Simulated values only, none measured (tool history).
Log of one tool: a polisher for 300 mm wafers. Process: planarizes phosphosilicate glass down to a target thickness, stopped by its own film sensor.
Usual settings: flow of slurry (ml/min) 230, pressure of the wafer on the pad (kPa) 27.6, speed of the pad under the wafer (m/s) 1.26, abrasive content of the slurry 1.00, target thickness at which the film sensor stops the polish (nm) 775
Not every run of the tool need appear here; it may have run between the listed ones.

| run | day | flow of slurry (ml/min) | pressure of the wafer on the pad (kPa) | speed of the pad under the wafer (m/s) | abrasive content of the slurry | target thickness at which the film sensor stops the polish (nm) | wafers since the last listed run | wafers polished on this pad | hours since the slurry nozzle was cleaned | hours since the head pressure was calibrated | hours since the slurry blender was calibrated | hours since the conditioning disc was replaced | incoming thickness of the incoming film, nm | time until the film sensor stopped the polish (s) |
|---|---|---|---|---|---|---|---|---|---|---|---|---|---|---|
| 1 | 0.000 | 245 | 27.6 | 1.26 | 1.00 | 775 | 0 | 217 | 78.9 | 1044.5 | 373.5 | 111.3 | 1827.3 | 106.9 |
|  | 1.079 | slurry blender recalibrated |
| 2 | 2.162 | 245 | 27.6 | 1.26 | 1.00 | 775 | 478 | 696 | 130.8 | 1096.4 | 26.0 | 163.2 | 1834.9 | 115.8 |
| 3 | 3.925 | 245 | 27.6 | 1.26 | 1.00 | 775 | 405 | 1101 | 173.1 | 1138.7 | 68.3 | 205.5 | 1816.1 | 115.6 |
| 4 | 6.767 | 230 | 27.6 | 1.26 | 1.00 | 775 | 654 | 1756 | 241.3 | 1206.9 | 136.5 | 273.7 | 1816.7 | 122.4 |
| 5 | 7.858 | 290 | 27.6 | 1.04 | 1.20 | 1136 | 251 | 2007 | 267.5 | 1233.1 | 162.7 | 299.9 | 1807.6 | 83.4 |
| 6 | 10.792 | 275 | 27.6 | 0.94 | 1.00 | 455 | 675 | 2683 | 337.9 | 1303.5 | 233.1 | 370.3 | 1800.5 | 187.9 |
| 7 | 12.771 | 230 | 34.5 | 1.02 | 1.25 | 775 | 455 | 3139 | 385.4 | 1351.0 | 280.6 | 417.8 | 1795.4 | 106.0 |
|  | 13.708 | conditioning disc replaced and pad reconditioned |
| 8 | 14.558 | 275 | 27.6 | 1.04 | 1.00 | 775 | 392 | 3531 | 428.3 | 1393.9 | 323.5 | 20.4 | 1779.4 | 120.0 |
|  | 15.025 | worn pad replaced by a new one |
| 9 | 15.562 | 230 | 27.6 | 1.26 | 1.00 | 775 | 192 | 123 | 452.4 | 1418.0 | 347.6 | 44.5 | 1841.5 | 105.1 |
| 10 | 17.621 | 230 | 27.6 | 1.26 | 1.00 | 1086 | 474 | 597 | 501.8 | 1467.4 | 397.0 | 93.9 | 1821.4 | 76.7 |
|  | 18.542 | slurry blender recalibrated |
| 11 | 19.308 | 230 | 27.6 | 1.26 | 1.00 | 775 | 369 | 967 | 542.3 | 1507.9 | 18.4 | 134.4 | 1796.2 | 109.2 |
|  | 20.621 | head pressure recalibrated |
| 12 | 21.738 | 230 | 35.2 | 0.98 | 0.75 | 952 | 540 | 1507 | 600.6 | 26.8 | 76.7 | 192.7 | 1817.5 | 100.7 |
| 13 | 23.292 | 245 | 27.6 | 1.26 | 1.00 | 775 | 357 | 1865 | 637.9 | 64.1 | 114.0 | 230.0 | 1808.9 | 117.2 |
| 14 | 25.362 | 230 | 27.6 | 1.26 | 0.80 | 775 | 476 | 2342 | 687.6 | 113.8 | 163.7 | 279.7 | 1833.4 | 135.3 |
| 15 | 26.704 | 230 | 24.1 | 1.26 | 1.00 | 775 | 309 | 2651 | 719.8 | 146.0 | 195.9 | 311.9 | 1781.2 | 133.3 |
| 16 | 29.525 | 285 | 27.6 | 1.70 | 0.85 | 971 | 649 | 3300 | 787.5 | 213.7 | 263.6 | 379.6 | 1821.6 | 87.4 |
| 17 | 30.542 | 230 | 27.6 | 1.68 | 1.00 | 775 | 234 | 3535 | 811.9 | 238.1 | 288.0 | 404.0 | 1819.1 | 103.7 |
|  | 31.671 | conditioning disc replaced and pad reconditioned |
| 18 | 31.692 | 230 | 27.6 | 1.54 | 1.25 | 775 | 245 | 3780 | 839.5 | 265.7 | 315.6 | 0.5 | 1808.2 | 91.3 |
|  | 32.333 | worn pad replaced by a new one |
| 19 | 34.533 | 230 | 27.6 | 1.26 | 1.00 | 775 | 616 | 506 | 907.7 | 333.9 | 383.8 | 68.7 | 1825.2 | 108.7 |
|  | 36.329 | slurry nozzle cleaned |
|  | 36.821 | slurry blender recalibrated |
| 20 | 36.842 | 230 | 27.6 | 1.26 | 1.00 | 775 | 502 | 1009 | 12.3 | 389.3 | 0.5 | 124.1 | 1787.4 | 112.2 |
| 21 | 38.100 | 230 | 27.6 | 1.26 | 1.00 | 775 | 289 | 1299 | 42.5 | 419.5 | 30.7 | 154.3 | 1798.1 | 114.4 |
| 22 | 41.046 | 230 | 36.5 | 1.00 | 1.00 | 775 | 678 | 1977 | 113.2 | 490.2 | 101.4 | 225.0 | 1797.3 | 108.8 |
| 23 | 43.262 | 230 | 27.6 | 1.26 | 1.00 | 775 | 510 | 2488 | 166.4 | 543.4 | 154.6 | 278.2 | 1791.2 | 120.2 |
| 24 | 46.167 | 255 | 27.6 | 0.90 | 1.00 | 775 | 668 | 3157 | 236.1 | 613.1 | 224.3 | 347.9 | 1816.4 | 157.3 |
| 25 | 47.275 | 185 | 27.6 | 1.64 | 0.75 | 485 | 255 | 3412 | 262.7 | 639.7 | 250.9 | 374.5 | 1812.7 | 158.0 |
|  | 48.562 | worn pad replaced by a new one |
|  | 49.488 | conditioning disc replaced and pad reconditioned |
| 26 | 49.696 | 280 | 20.0 | 1.26 | 1.30 | 624 | 499 | 241 | 320.8 | 697.8 | 309.0 | 5.0 | 1807.9 | 141.0 |

What if the next run were any one of these 3? Each begins from the tool's condition after run 26:
| A | 49.712 | 230 | 27.6 | 1.26 | 1.00 | 565 | 3 | 245 | 321.2 | 698.2 | 309.4 | 5.4 | 1813.9 | ? |
| B | 49.712 | 255 | 27.6 | 1.26 | 1.10 | 775 | 3 | 245 | 321.2 | 698.2 | 309.4 | 5.4 | 1813.9 | ? |
| C | 49.712 | 255 | 27.6 | 1.12 | 1.00 | 775 | 3 | 245 | 321.2 | 698.2 | 309.4 | 5.4 | 1813.9 | ? |

| run | time until the film sensor stopped the polish (s) |
|---|---|
| A | 121.5 |
| B | 96.6 |
| C | 108.3 |
Without the tool's hidden state the same runs would have given:
| run | time until the film sensor stopped the polish (s) |
|---|---|
| A | 111.4 |
| B | 88.6 |
| C | 99.8 |
